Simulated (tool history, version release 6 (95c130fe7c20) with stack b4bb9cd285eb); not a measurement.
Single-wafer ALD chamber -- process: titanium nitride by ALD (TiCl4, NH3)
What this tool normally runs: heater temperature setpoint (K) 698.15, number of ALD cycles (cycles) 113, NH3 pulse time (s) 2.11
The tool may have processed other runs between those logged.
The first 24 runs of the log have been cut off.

run    hour  heater temperature setpoint (K)  number of ALD cycles (cycles)  NH3 pulse time (s)  wafers since the last listed run  hours since the last thermocouple change  hours since the showerhead was replaced  hours since the gauge calibration  read-back reference wafer on the same gauge, thickness_nm  mean film thickness on the monitor wafer (nm)
 25  1124.0                           698.15                            113                2.11                               145                                    2265.6                                    153.9                              281.7                                                      2.358                                          2.394
 26  1175.2                           693.15                            122                1.66                               156                                    2316.8                                    205.1                              332.9                                                      2.359                                          2.557
 27  1229.8                           711.15                            124                1.62                               167                                    2371.4                                    259.7                              387.5                                                      2.361                                          2.609
 28  1274.1                           693.15                            101                2.11                               135                                    2415.7                                    304.0                              431.8                                                      2.361                                          2.137
     1337.1  -- thermocouple changed; heater temperature recalibrated
 29  1337.6                           710.15                            123                2.11                               170                                       0.5                                    367.5                              495.3                                                      2.366                                          2.610
 30  1371.5                           698.15                             95                2.11                               103                                      34.4                                    401.4                              529.2                                                      2.364                                          2.017
 31  1400.8                           698.15                            113                2.11                                89                                      63.7                                    430.7                              558.5                                                      2.369                                          2.411
 32  1466.8                           710.15                            102                2.69                               202                                     129.7                                    496.7                              624.5                                                      2.367                                          2.176
 33  1520.9                           693.15                            122                1.66                               165                                     183.8                                    550.8                              678.6                                                      2.371                                          2.561
 34  1590.2                           688.15                            134                2.11                               212                                     253.1                                    620.1                              747.9                                                      2.371                                          2.842
 35  1625.9                           704.15                            113                1.36                               109                                     288.8                                    655.8                              783.6                                                      2.371                                          2.379
 36  1659.9                           693.15                            106                2.57                               104                                     322.8                                    689.8                              817.6                                                      2.369                                          2.251
 37  1720.2                           698.15                            113                2.11                               184                                     383.1                                    750.1                              877.9                                                      2.374                                          2.401
 38  1749.9                           698.15                             97                1.54                                91                                     412.8                                    779.8                              907.6                                                      2.374                                          2.055

5 ways to go on from here, each from the tool as it stands after run 38. What would each give?
  A  1750.6                           698.15                            113                2.11                                 2                                     413.5                                    780.5                              908.3                                                          ?                                              ?
  B  1750.6                           712.15                            113                1.80                                 2                                     413.5                                    780.5                              908.3                                                          ?                                              ?
  C  1750.6                           698.15                            125                1.45                                 2                                     413.5                                    780.5                              908.3                                                          ?                                              ?
  D  1750.6                           698.15                            132                2.11                                 2                                     413.5                                    780.5                              908.3                                                          ?                                              ?
  E  1750.6                           706.15                            132                2.11                                 2                                     413.5                                    780.5                              908.3                                                          ?                                              ?

run  read-back reference wafer on the same gauge, thickness_nm  mean film thickness on the monitor wafer (nm)
  A                                                      2.375                                          2.413
  B                                                      2.375                                          2.407
  C                                                      2.375                                          2.653
  D                                                      2.375                                          2.818
  E                                                      2.375                                          2.818
Had the tool no hidden state, the same runs would have come out as:
run  mean film thickness on the monitor wafer (nm)
  A                                          2.378
  B                                          2.373
  C                                          2.615
  D                                          2.778
  E                                          2.778
